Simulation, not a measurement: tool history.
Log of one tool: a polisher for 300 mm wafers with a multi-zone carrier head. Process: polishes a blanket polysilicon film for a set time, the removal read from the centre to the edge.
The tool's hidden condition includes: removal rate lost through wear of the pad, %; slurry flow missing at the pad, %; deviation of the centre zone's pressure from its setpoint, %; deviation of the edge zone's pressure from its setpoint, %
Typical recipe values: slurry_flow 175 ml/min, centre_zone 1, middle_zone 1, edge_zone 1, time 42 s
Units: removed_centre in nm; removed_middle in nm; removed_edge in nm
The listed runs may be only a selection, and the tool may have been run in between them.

run,hour,slurry_flow,centre_zone,middle_zone,edge_zone,time,wafers since the last listed run,wafers polished on this pad,hours since the slurry nozzle was cleaned,hours since the centre zone pressure was calibrated,hours since the edge zone pressure was calibrated,hours since the carrier head's membrane was replaced,"incoming thickness of the incoming film, nm",removed_centre,removed_middle,removed_edge
1,0,175,1,1,1,42,0,2504,48.9,67.2,396.9,202.8,1205.4,223.8,214.2,213.2
2,108,175,1,1,1,42,1541,4045,156.9,175.2,504.9,310.8,1172.9,209.3,206.5,216
3,183.8,140,1,1,1,42,1081,5127,232.7,251,580.7,386.6,1182.1,195.3,192.5,203.1
# hour 240: edge zone pressure recalibrated
# hour 252.1: worn pad replaced by a new one
4,259.5,175,1,1,1,42,994,105,308.4,326.7,19.5,462.3,1207.8,212.7,213.9,221.3
# hour 328.8: carrier head's membrane replaced by a new one
5,340.8,175,1,1,1,42,1088,1194,389.7,408,100.8,12,1199.8,215,214.7,217.2
6,390.5,175,1,1,1.06,42,709,1903,439.4,457.7,150.5,61.7,1210.8,210.3,214,224.8
7,493.3,200,1,1,1,47,1467,3370,542.2,560.5,253.3,164.5,1180.2,227.5,236.4,241.9
# hour 528.7: centre zone pressure recalibrated
8,576.6,175,1,1,1,42,1160,4530,625.5,47.9,336.6,247.8,1192.5,206.8,203.2,210.7
9,646,175,1,1,1,42,990,5521,694.9,117.3,406,317.2,1189.6,203.4,197.2,202.2
# hour 723.8: worn pad replaced by a new one
10,729,175,1,1.1,1.11,42,1127,74,777.9,200.3,489,400.2,1199.7,222.8,236,238.7
# hour 782.4: slurry nozzle cleaned
11,797.3,150,0.88,1,1,42,960,1034,14.9,268.6,557.3,468.5,1182.7,188.5,211,214.1
# hour 880.6: edge zone pressure recalibrated
# hour 937.4: carrier head's membrane replaced by a new one
12,1087.5,175,1,1,1,49,4041,5076,305.1,558.8,206.9,150.1,1194.1,216.7,236.6,245.4
13,1181.3,175,1,1,1,42,1338,6415,398.9,652.6,300.7,243.9,1183.6,175.8,196.7,200.7
# hour 1198.9: centre zone pressure recalibrated
# hour 1245.1: worn pad replaced by a new one
14,1271.1,175,1,1,1,42,1195,370,488.7,72.2,390.5,333.7,1221.7,232.8,215.7,221.3
15,1359,175,1,1,1,32,1254,1624,576.6,160.1,478.4,421.6,1189.9,174.2,160.5,164.7
16,1448.9,175,1,1,1.06,49,1283,2907,666.5,250,568.3,511.5,1192.3,261.5,246.8,263.9
# hour 1524: edge zone pressure recalibrated
17,1535.7,175,1.1,1.09,1.05,48,1210,4118,753.3,336.8,11.7,598.3,1189.1,267.5,252.4,247.2
# hour 1612.4: carrier head's membrane replaced by a new one
18,1641.8,175,1,1,1,42,1442,5561,859.4,442.9,117.8,29.4,1202.6,199.9,196.4,201.9
# hour 1686.5: slurry nozzle cleaned
# hour 1688.1: worn pad replaced by a new one
19,1706.7,190,1,1,1.08,42,888,265,20.2,507.8,182.7,94.3,1201.7,222.6,222.1,232.2
# hour 1745.5: centre zone pressure recalibrated
20,1771.6,175,0.94,1,1,35,897,1162,85.1,26.1,247.6,159.2,1209.1,172.2,180.4,185.9
21,1841.5,175,1,1,1,42,997,2160,155,96,317.5,229.1,1202.2,224.8,218.1,222.2

Hidden state or all else? Some run-to-run changes of removed_centre, split into what the settings, what came in and random variation would give without the hidden state, and what is left for the hidden state (with any gauge scatter that isn't in both results):
Run 11 -> 12: slurry_flow 150 -> 175, centre_zone 0.88 -> 1, time 42 -> 49, edge zone pressure recalibrated, carrier head's membrane replaced by a new one. removed_centre +28.2 nm: hidden state -35.3, all else +63.5.
Run 13 -> 14: centre zone pressure recalibrated, worn pad replaced by a new one. removed_centre +57 nm: hidden state +54.9, all else +2.1.
Run 15 -> 16: edge_zone 1 -> 1.06, time 32 -> 49. removed_centre +87.3 nm: hidden state -6.2, all else +93.5.
Run 17 -> 18: centre_zone 1.1 -> 1, middle_zone 1.09 -> 1, edge_zone 1.05 -> 1, time 48 -> 42, carrier head's membrane replaced by a new one. removed_centre -67.6 nm: hidden state -10.5, all else -57.1.

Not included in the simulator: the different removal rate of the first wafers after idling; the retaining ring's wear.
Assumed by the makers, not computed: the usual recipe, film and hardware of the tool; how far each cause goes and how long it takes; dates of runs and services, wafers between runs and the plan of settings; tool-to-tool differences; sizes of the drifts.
